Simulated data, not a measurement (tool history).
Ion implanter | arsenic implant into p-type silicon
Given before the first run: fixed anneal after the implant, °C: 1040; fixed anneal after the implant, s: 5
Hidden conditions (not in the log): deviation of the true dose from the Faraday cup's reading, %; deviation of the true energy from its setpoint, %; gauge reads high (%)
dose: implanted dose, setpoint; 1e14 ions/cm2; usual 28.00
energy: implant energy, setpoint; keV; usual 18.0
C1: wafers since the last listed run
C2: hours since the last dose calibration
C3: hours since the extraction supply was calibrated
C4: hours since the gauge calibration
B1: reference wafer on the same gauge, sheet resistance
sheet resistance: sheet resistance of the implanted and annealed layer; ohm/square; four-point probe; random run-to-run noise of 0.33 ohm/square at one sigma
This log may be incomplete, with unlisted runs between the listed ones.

Run 1, hour 0.0: usual settings but energy 13.0 keV; C1 0; C2 1215.3; C3 3496.8; C4 448.6; B1 100.98. Result: sheet resistance 113.44 ohm/square.
Run 2, hour 17.6: usual settings but energy 13.0 keV; C1 369; C2 1232.9; C3 3514.4; C4 466.2; B1 100.88. Result: sheet resistance 113.15 ohm/square.
Run 3, hour 29.3: usual settings; C1 245; C2 1244.6; C3 3526.1; C4 477.9; B1 100.91. Result: sheet resistance 102.47 ohm/square.
Run 4, hour 39.2: usual settings; C1 207; C2 1254.5; C3 3536.0; C4 487.8; B1 101.01. Result: sheet resistance 102.25 ohm/square.
Run 5, hour 50.7: usual settings; C1 241; C2 1266.0; C3 3547.5; C4 499.3; B1 101.06. Result: sheet resistance 102.09 ohm/square.
At hour 71.2: Faraday cup replaced and dose calibrated.
Run 6, hour 71.7: usual settings but dose 24.38 1e14 ions/cm2, energy 15.0 keV; C1 273; C2 0.5; C3 3568.5; C4 520.3; B1 100.97. Result: sheet resistance 110.85 ohm/square.
At hour 73.4: gauge calibrated.
Run 7, hour 85.1: usual settings but dose 24.38 1e14 ions/cm2, energy 15.0 keV; C1 281; C2 13.9; C3 3581.9; C4 11.7; B1 100.98. Result: sheet resistance 110.99 ohm/square.
Run 8, hour 96.0: usual settings but dose 24.38 1e14 ions/cm2, energy 15.0 keV; C1 228; C2 24.8; C3 3592.8; C4 22.6; B1 100.88. Result: sheet resistance 110.82 ohm/square.
Run 9, hour 102.6: usual settings; C1 138; C2 31.4; C3 3599.4; C4 29.2; B1 101.04. Result: sheet resistance 102.60 ohm/square.
Run 10, hour 115.9: usual settings; C1 279; C2 44.7; C3 3612.7; C4 42.5; B1 100.90. Result: sheet resistance 102.47 ohm/square.
Run 11, hour 125.3: usual settings but dose 23.28 1e14 ions/cm2, energy 21.5 keV; C1 197; C2 54.1; C3 3622.1; C4 51.9; B1 100.91. Result: sheet resistance 97.70 ohm/square.
Run 12, hour 133.1: usual settings but dose 23.28 1e14 ions/cm2, energy 21.5 keV; C1 163; C2 61.9; C3 3629.9; C4 59.7; B1 101.13. Result: sheet resistance 97.32 ohm/square.
Run 13, hour 140.5: usual settings but dose 24.54 1e14 ions/cm2, energy 21.5 keV; C1 155; C2 69.3; C3 3637.3; C4 67.1; B1 101.07. Result: sheet resistance 97.01 ohm/square.
Run 14, hour 156.3: usual settings but energy 22.0 keV; C1 331; C2 85.1; C3 3653.1; C4 82.9; B1 101.04. Result: sheet resistance 94.64 ohm/square.
Run 15, hour 167.2: usual settings but energy 14.5 keV; C1 228; C2 96.0; C3 3664.0; C4 93.8; B1 101.16. Result: sheet resistance 110.27 ohm/square.
Run 16, hour 179.9: usual settings but dose 23.11 1e14 ions/cm2, energy 13.0 keV; C1 266; C2 108.7; C3 3676.7; C4 106.5; B1 101.18. Result: sheet resistance 116.42 ohm/square.
Run 17, hour 186.6: usual settings but dose 25.07 1e14 ions/cm2, energy 21.5 keV; C1 140; C2 115.4; C3 3683.4; C4 113.2; B1 100.82. Result: sheet resistance 96.58 ohm/square.
Run 18, hour 201.5: usual settings but dose 23.59 1e14 ions/cm2, energy 12.5 keV; C1 312; C2 130.3; C3 3698.3; C4 128.1; B1 101.00. Result: sheet resistance 116.46 ohm/square.
Run 19, hour 208.2: usual settings but dose 31.98 1e14 ions/cm2, energy 12.0 keV; C1 140; C2 137.0; C3 3705.0; C4 134.8; B1 100.89. Result: sheet resistance 114.40 ohm/square.
Run 20, hour 215.5: usual settings but dose 35.81 1e14 ions/cm2, energy 14.5 keV; C1 153; C2 144.3; C3 3712.3; C4 142.1; B1 101.00. Result: sheet resistance 106.76 ohm/square.
Run 21, hour 233.3: usual settings but dose 20.36 1e14 ions/cm2; C1 373; C2 162.1; C3 3730.1; C4 159.9; B1 101.14. Result: sheet resistance 106.41 ohm/square.
Run 22, hour 248.8: usual settings but dose 35.72 1e14 ions/cm2; C1 325; C2 177.6; C3 3745.6; C4 175.4; B1 101.19. Result: sheet resistance 98.66 ohm/square.
At hour 261.0: extraction supply calibrated.
Run 23, hour 261.5: usual settings; C1 98; C2 190.3; C3 0.5; C4 188.1; B1 101.08. Result: sheet resistance 101.97 ohm/square.
Run 24, hour 276.9: usual settings but dose 35.96 1e14 ions/cm2, energy 15.5 keV; C1 323; C2 205.7; C3 15.9; C4 203.5; B1 101.02. Result: sheet resistance 104.89 ohm/square.
Run 25, hour 285.7: usual settings but dose 24.98 1e14 ions/cm2, energy 14.0 keV; C1 184; C2 214.5; C3 24.7; C4 212.3; B1 100.85. Result: sheet resistance 112.68 ohm/square.
Run 26, hour 292.8: usual settings but dose 36.29 1e14 ions/cm2, energy 14.0 keV; C1 149; C2 221.6; C3 31.8; C4 219.4; B1 101.01. Result: sheet resistance 108.17 ohm/square.
Run 27, hour 306.5: usual settings; C1 287; C2 235.3; C3 45.5; C4 233.1; B1 101.07. Result: sheet resistance 102.40 ohm/square.
Run 28, hour 320.5: usual settings; C1 294; C2 249.3; C3 59.5; C4 247.1; B1 100.91. Result: sheet resistance 101.85 ohm/square.
Run 29, hour 331.4: usual settings but dose 19.80 1e14 ions/cm2, energy 14.0 keV; C1 228; C2 260.2; C3 70.4; C4 258.0; B1 101.05. Result: sheet resistance 115.93 ohm/square.
Run 30, hour 345.7: usual settings; C1 300; C2 274.5; C3 84.7; C4 272.3; B1 100.97. Result: sheet resistance 102.69 ohm/square.
Run 31, hour 359.5: usual settings but dose 30.72 1e14 ions/cm2, energy 14.5 keV; C1 289; C2 288.3; C3 98.5; C4 286.1; B1 101.05. Result: sheet resistance 109.12 ohm/square.
Run 32, hour 373.4: usual settings but dose 35.06 1e14 ions/cm2, energy 15.5 keV; C1 291; C2 302.2; C3 112.4; C4 300.0; B1 101.03. Result: sheet resistance 105.13 ohm/square.
Run 33, hour 381.7: usual settings but dose 22.59 1e14 ions/cm2, energy 23.0 keV; C1 174; C2 310.5; C3 120.7; C4 308.3; B1 101.01. Result: sheet resistance 95.06 ohm/square.
Run 34, hour 388.4: usual settings but dose 36.31 1e14 ions/cm2, energy 20.0 keV; C1 140; C2 317.2; C3 127.4; C4 315.0; B1 101.05. Result: sheet resistance 95.06 ohm/square.
Run 35, hour 400.0: usual settings but dose 34.19 1e14 ions/cm2, energy 20.5 keV; C1 243; C2 328.8; C3 139.0; C4 326.6; B1 100.95. Result: sheet resistance 94.87 ohm/square.
Run 36, hour 415.1: usual settings; C1 317; C2 343.9; C3 154.1; C4 341.7; B1 101.00. Result: sheet resistance 102.47 ohm/square.
Run 37, hour 428.1: usual settings but energy 12.5 keV; C1 273; C2 356.9; C3 167.1; C4 354.7; B1 101.06. Result: sheet resistance 114.36 ohm/square.

Across each entry between runs, compare the hidden state at the last listed run before it with the hidden state at the first listed run after it:
Runs 5 to 6: Faraday cup replaced and dose calibrated (hour 71.2)
  the hidden state is the same at both runs
Runs 6 to 7: gauge calibrated (hour 73.4)
  the hidden state is the same at both runs
Runs 22 to 23: extraction supply calibrated (hour 261.0)
  the hidden state is the same at both runs
